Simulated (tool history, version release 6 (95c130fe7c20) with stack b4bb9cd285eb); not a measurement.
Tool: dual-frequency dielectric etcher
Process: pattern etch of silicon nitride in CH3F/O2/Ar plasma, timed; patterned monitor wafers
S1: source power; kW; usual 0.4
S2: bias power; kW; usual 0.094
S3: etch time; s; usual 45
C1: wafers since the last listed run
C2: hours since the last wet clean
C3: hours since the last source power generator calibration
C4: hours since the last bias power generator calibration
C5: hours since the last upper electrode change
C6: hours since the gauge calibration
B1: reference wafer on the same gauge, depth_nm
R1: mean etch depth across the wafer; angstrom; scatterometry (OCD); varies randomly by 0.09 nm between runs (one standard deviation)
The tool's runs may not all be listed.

run   hour    S1     S2    S3   C1     C2      C3      C4      C5     C6     B1     R1
  1      0   0.4  0.094    45    0   38.2  1866.2  2098.1  4608.9    303   33.6  352.1
  2     35   0.4  0.094    45  325   73.2  1901.2  2133.1  4643.9    338  33.61  352.9
  3   48.2   0.4  0.094    45  122   86.4  1914.4  2146.3  4657.1  351.2  33.61  354.9
  4     63  0.44  0.108    45  137  101.2  1929.2  2161.1  4671.9    366  33.61    385
  5   83.1  0.44  0.108    45  186  121.3  1949.3  2181.2    4692  386.1  33.61  385.9
  6  108.5  0.44  0.108    45  235  146.7  1974.7  2206.6  4717.4  411.5  33.64    387
  7  126.6   0.4  0.094    45  168  164.8  1992.8  2224.7  4735.5  429.6   33.6  358.2
  8  147.7   0.4  0.094    45  195  185.9  2013.9  2245.8  4756.6  450.7  33.61    358
  9  165.7   0.4  0.094    45  167  203.9  2031.9  2263.8  4774.6  468.7  33.57  356.9
 10  183.5   0.4  0.094    45  165  221.7  2049.7  2281.6  4792.4  486.5   33.6  358.5
 11    200   0.4  0.094  41.5  153  238.2  2066.2  2298.1  4808.9    503   33.6  330.4
 12  235.8   0.4  0.094    36  332    274    2102  2333.9  4844.7  538.8  33.58  287.4
 13  253.7   0.4  0.094    45  166  291.9  2119.9  2351.8  4862.6  556.7   33.6  357.7
 14  288.8  0.44  0.114    35  326    327    2155  2386.9  4897.7  591.8  33.61  309.8
 15  320.5  0.31  0.081    50  294  358.7  2186.7  2418.6  4929.4  623.5  33.62  339.8
     336.3  -- source power generator calibrated
 16  341.9   0.4  0.094    45  161  380.1     5.6    2440  4950.8  644.9  33.62    362
     369.8  -- upper electrode replaced
 17  370.3   0.4  0.094    45   40  408.5      34  2468.4     0.5  673.3  33.63  362.5
     379.6  -- bias power generator calibrated
     417.6  -- wet clean of the chamber
 18  418.1   0.5  0.083  49.5  183    0.5    81.8    38.5    48.3  721.1  33.62  417.1
     461.7  -- gauge calibrated
 19  477.8  0.37  0.082    45  554   60.2   141.5    98.2     108   16.1  33.59  328.6
 20  502.7   0.4  0.094  36.5  231   85.1   166.4   123.1   132.9     41  33.58  287.2
 21  579.4   0.4  0.106  54.5  712  161.8   243.1   199.8   209.6  117.7  33.58  445.4
 22  602.8   0.4  0.071    45  217  185.2   266.5   223.2     233  141.1   33.6  334.7

Forecast each of these 3 alternatives for the next run:
  A  603.2   0.4  0.094    45   3  185.6  266.9  223.6  233.4  141.5   ?   ?
  B  603.2   0.4  0.114    45   3  185.6  266.9  223.6  233.4  141.5   ?   ?
  C  603.2  0.49  0.087  37.5   3  185.6  266.9  223.6  233.4  141.5   ?   ?

run     B1     R1
  A  33.57  358.3
  B  33.57  377.8
  C  33.57  322.2
Had the tool no hidden state, the same runs would have come out as:
run     R1
  A  353.7
  B  372.9
  C  318.1
